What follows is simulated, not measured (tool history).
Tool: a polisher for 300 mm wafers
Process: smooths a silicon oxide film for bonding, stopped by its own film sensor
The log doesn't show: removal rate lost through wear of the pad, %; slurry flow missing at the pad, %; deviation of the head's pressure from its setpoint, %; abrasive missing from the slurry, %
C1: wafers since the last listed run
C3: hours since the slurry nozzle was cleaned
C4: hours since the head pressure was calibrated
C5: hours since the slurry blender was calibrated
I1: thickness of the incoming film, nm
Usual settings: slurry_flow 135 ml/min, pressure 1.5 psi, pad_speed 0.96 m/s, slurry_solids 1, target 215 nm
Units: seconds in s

{"run": 1, "hour": 0.0, "slurry_flow": 135, "pressure": 1.5, "pad_speed": 0.96, "slurry_solids": 1, "target": 215, "C1": 0, "wafers polished on this pad": 563, "C3": 369.1, "C4": 163.7, "C5": 458.5, "I1": 267.5, "seconds": 81.9}
{"hour": 36.1, "done": "slurry blender recalibrated"}
{"run": 2, "hour": 46.5, "slurry_flow": 105, "pressure": 1.5, "pad_speed": 0.96, "slurry_solids": 1, "target": 219, "C1": 432, "wafers polished on this pad": 996, "C3": 415.6, "C4": 210.2, "C5": 10.4, "I1": 272.8, "seconds": 89.3}
{"run": 3, "hour": 96.6, "slurry_flow": 105, "pressure": 1.5, "pad_speed": 0.96, "slurry_solids": 1, "target": 219, "C1": 487, "wafers polished on this pad": 1483, "C3": 465.7, "C4": 260.3, "C5": 60.5, "I1": 267.9, "seconds": 81.3}
{"hour": 108.3, "done": "slurry nozzle cleaned"}
{"run": 4, "hour": 160.9, "slurry_flow": 105, "pressure": 1.5, "pad_speed": 0.96, "slurry_solids": 1, "target": 219, "C1": 615, "wafers polished on this pad": 2099, "C3": 52.6, "C4": 324.6, "C5": 124.8, "I1": 267, "seconds": 78.8}
{"run": 5, "hour": 185.9, "slurry_flow": 135, "pressure": 1.5, "pad_speed": 0.96, "slurry_solids": 1, "target": 215, "C1": 243, "wafers polished on this pad": 2342, "C3": 77.6, "C4": 349.6, "C5": 149.8, "I1": 273, "seconds": 91.4}
{"run": 6, "hour": 238.6, "slurry_flow": 135, "pressure": 2, "pad_speed": 0.88, "slurry_solids": 1, "target": 215, "C1": 512, "wafers polished on this pad": 2855, "C3": 130.3, "C4": 402.3, "C5": 202.5, "I1": 269.3, "seconds": 69.5}
{"run": 7, "hour": 285.1, "slurry_flow": 135, "pressure": 1.5, "pad_speed": 0.96, "slurry_solids": 1, "target": 215, "C1": 452, "wafers polished on this pad": 3307, "C3": 176.8, "C4": 448.8, "C5": 249, "I1": 269.1, "seconds": 83.3}
{"run": 8, "hour": 345.1, "slurry_flow": 135, "pressure": 1.7, "pad_speed": 0.96, "slurry_solids": 0.75, "target": 215, "C1": 583, "wafers polished on this pad": 3891, "C3": 236.8, "C4": 508.8, "C5": 309, "I1": 267.6, "seconds": 77.3}
{"run": 9, "hour": 406.0, "slurry_flow": 135, "pressure": 1.5, "pad_speed": 0.96, "slurry_solids": 1, "target": 215, "C1": 592, "wafers polished on this pad": 4483, "C3": 297.7, "C4": 569.7, "C5": 369.9, "I1": 267.7, "seconds": 79.5}
{"hour": 418.1, "done": "worn pad replaced by a new one"}
{"run": 10, "hour": 449.3, "slurry_flow": 175, "pressure": 1.2, "pad_speed": 1.26, "slurry_solids": 0.8, "target": 215, "C1": 382, "wafers polished on this pad": 303, "C3": 341, "C4": 613, "C5": 413.2, "I1": 272.4, "seconds": 88.4}
{"run": 11, "hour": 483.1, "slurry_flow": 135, "pressure": 1.5, "pad_speed": 0.76, "slurry_solids": 1, "target": 215, "C1": 328, "wafers polished on this pad": 632, "C3": 374.8, "C4": 646.8, "C5": 447, "I1": 268.2, "seconds": 95.9}
{"hour": 497.2, "done": "slurry blender recalibrated"}
{"run": 12, "hour": 542.7, "slurry_flow": 105, "pressure": 1.5, "pad_speed": 0.96, "slurry_solids": 1, "target": 220, "C1": 560, "wafers polished on this pad": 1192, "C3": 434.4, "C4": 706.4, "C5": 45.5, "I1": 268.6, "seconds": 77.4}
{"run": 13, "hour": 599.1, "slurry_flow": 135, "pressure": 1.5, "pad_speed": 0.96, "slurry_solids": 0.85, "target": 215, "C1": 548, "wafers polished on this pad": 1741, "C3": 490.8, "C4": 762.8, "C5": 101.9, "I1": 271.8, "seconds": 90.2}
{"hour": 605.7, "done": "slurry nozzle cleaned"}
{"run": 14, "hour": 652.6, "slurry_flow": 135, "pressure": 1.5, "pad_speed": 0.76, "slurry_solids": 1, "target": 232, "C1": 510, "wafers polished on this pad": 2251, "C3": 46.9, "C4": 816.3, "C5": 155.4, "I1": 264.8, "seconds": 59.3}
{"run": 15, "hour": 691.1, "slurry_flow": 135, "pressure": 1.5, "pad_speed": 0.72, "slurry_solids": 1, "target": 230, "C1": 374, "wafers polished on this pad": 2626, "C3": 85.4, "C4": 854.8, "C5": 193.9, "I1": 266.4, "seconds": 68.6}
{"run": 16, "hour": 721.3, "slurry_flow": 90, "pressure": 1.9, "pad_speed": 0.96, "slurry_solids": 0.75, "target": 205, "C1": 293, "wafers polished on this pad": 2920, "C3": 115.6, "C4": 885, "C5": 224.1, "I1": 270.5, "seconds": 92.2}
{"hour": 733.7, "done": "head pressure recalibrated"}
{"run": 17, "hour": 753.2, "slurry_flow": 135, "pressure": 1.5, "pad_speed": 0.96, "slurry_solids": 1, "target": 215, "C1": 290, "wafers polished on this pad": 3211, "C3": 147.5, "C4": 19.5, "C5": 256, "I1": 269, "seconds": 87.7}
{"run": 18, "hour": 794.2, "slurry_flow": 135, "pressure": 1.5, "pad_speed": 0.74, "slurry_solids": 0.85, "target": 215, "C1": 398, "wafers polished on this pad": 3610, "C3": 188.5, "C4": 60.5, "C5": 297, "I1": 269.6, "seconds": 111.7}
{"hour": 825.4, "done": "worn pad replaced by a new one"}
{"run": 19, "hour": 841.8, "slurry_flow": 135, "pressure": 1.5, "pad_speed": 1.2, "slurry_solids": 1.1, "target": 227, "C1": 424, "wafers polished on this pad": 159, "C3": 236.1, "C4": 108.1, "C5": 344.6, "I1": 271.6, "seconds": 57.8}
{"run": 20, "hour": 888.0, "slurry_flow": 135, "pressure": 1.5, "pad_speed": 1.12, "slurry_solids": 1, "target": 207, "C1": 449, "wafers polished on this pad": 609, "C3": 282.3, "C4": 154.3, "C5": 390.8, "I1": 265.2, "seconds": 83.9}
{"run": 21, "hour": 950.4, "slurry_flow": 135, "pressure": 1.5, "pad_speed": 0.96, "slurry_solids": 0.9, "target": 220, "C1": 607, "wafers polished on this pad": 1216, "C3": 344.7, "C4": 216.7, "C5": 453.2, "I1": 268, "seconds": 78.3}
{"hour": 1036.4, "done": "slurry blender recalibrated"}
{"run": 22, "hour": 1042.5, "slurry_flow": 120, "pressure": 1.5, "pad_speed": 0.96, "slurry_solids": 0.8, "target": 231, "C1": 876, "wafers polished on this pad": 2092, "C3": 436.8, "C4": 308.8, "C5": 6.1, "I1": 271.6, "seconds": 68.7}
{"hour": 1111.9, "done": "slurry nozzle cleaned"}
{"run": 23, "hour": 1112.4, "slurry_flow": 135, "pressure": 1.7, "pad_speed": 0.96, "slurry_solids": 1, "target": 222, "C1": 670, "wafers polished on this pad": 2762, "C3": 0.5, "C4": 378.7, "C5": 76, "I1": 273.2, "seconds": 71.9}
{"run": 24, "hour": 1145.4, "slurry_flow": 135, "pressure": 1.2, "pad_speed": 0.96, "slurry_solids": 1, "target": 196, "C1": 321, "wafers polished on this pad": 3083, "C3": 33.5, "C4": 411.7, "C5": 109, "I1": 268, "seconds": 138.1}
{"run": 25, "hour": 1209.5, "slurry_flow": 135, "pressure": 1.5, "pad_speed": 0.96, "slurry_solids": 1, "target": 202, "C1": 623, "wafers polished on this pad": 3707, "C3": 97.6, "C4": 475.8, "C5": 173.1, "I1": 268.3, "seconds": 103.8}
{"hour": 1246.9, "done": "worn pad replaced by a new one"}
{"run": 26, "hour": 1247.4, "slurry_flow": 150, "pressure": 1.2, "pad_speed": 0.96, "slurry_solids": 1, "target": 226, "C1": 329, "wafers polished on this pad": 5, "C3": 135.5, "C4": 513.7, "C5": 211, "I1": 271.1, "seconds": 81.2}
{"run": 27, "hour": 1308.0, "slurry_flow": 135, "pressure": 1.5, "pad_speed": 0.96, "slurry_solids": 1, "target": 215, "C1": 589, "wafers polished on this pad": 594, "C3": 196.1, "C4": 574.3, "C5": 271.6, "I1": 268.4, "seconds": 82.3}
{"run": 28, "hour": 1352.9, "slurry_flow": 175, "pressure": 1.2, "pad_speed": 1.26, "slurry_solids": 0.8, "target": 215, "C1": 436, "wafers polished on this pad": 1031, "C3": 241, "C4": 619.2, "C5": 316.5, "I1": 266.8, "seconds": 80.3}
{"run": 29, "hour": 1403.0, "slurry_flow": 135, "pressure": 1.3, "pad_speed": 0.96, "slurry_solids": 1, "target": 223, "C1": 487, "wafers polished on this pad": 1519, "C3": 291.1, "C4": 669.3, "C5": 366.6, "I1": 275.5, "seconds": 93.1}

The same runs without the tool's hidden state, with the same run-to-run variation:
run=1 seconds=82.8
run=2 seconds=90.5
run=3 seconds=82.7
run=4 seconds=80.6
run=5 seconds=93.7
run=6 seconds=71.5
run=7 seconds=86
run=8 seconds=80.2
run=9 seconds=82.9
run=10 seconds=92.5
run=11 seconds=100.5
run=12 seconds=81.5
run=13 seconds=95.4
run=14 seconds=63
run=15 seconds=73
run=16 seconds=98.4
run=17 seconds=87
run=18 seconds=111.3
run=19 seconds=57.8
run=20 seconds=84.1
run=21 seconds=79
run=22 seconds=69.7
run=23 seconds=73.4
run=24 seconds=141.3
run=25 seconds=106.8
run=26 seconds=83.8
run=27 seconds=85.3
run=28 seconds=83.5
run=29 seconds=97.1
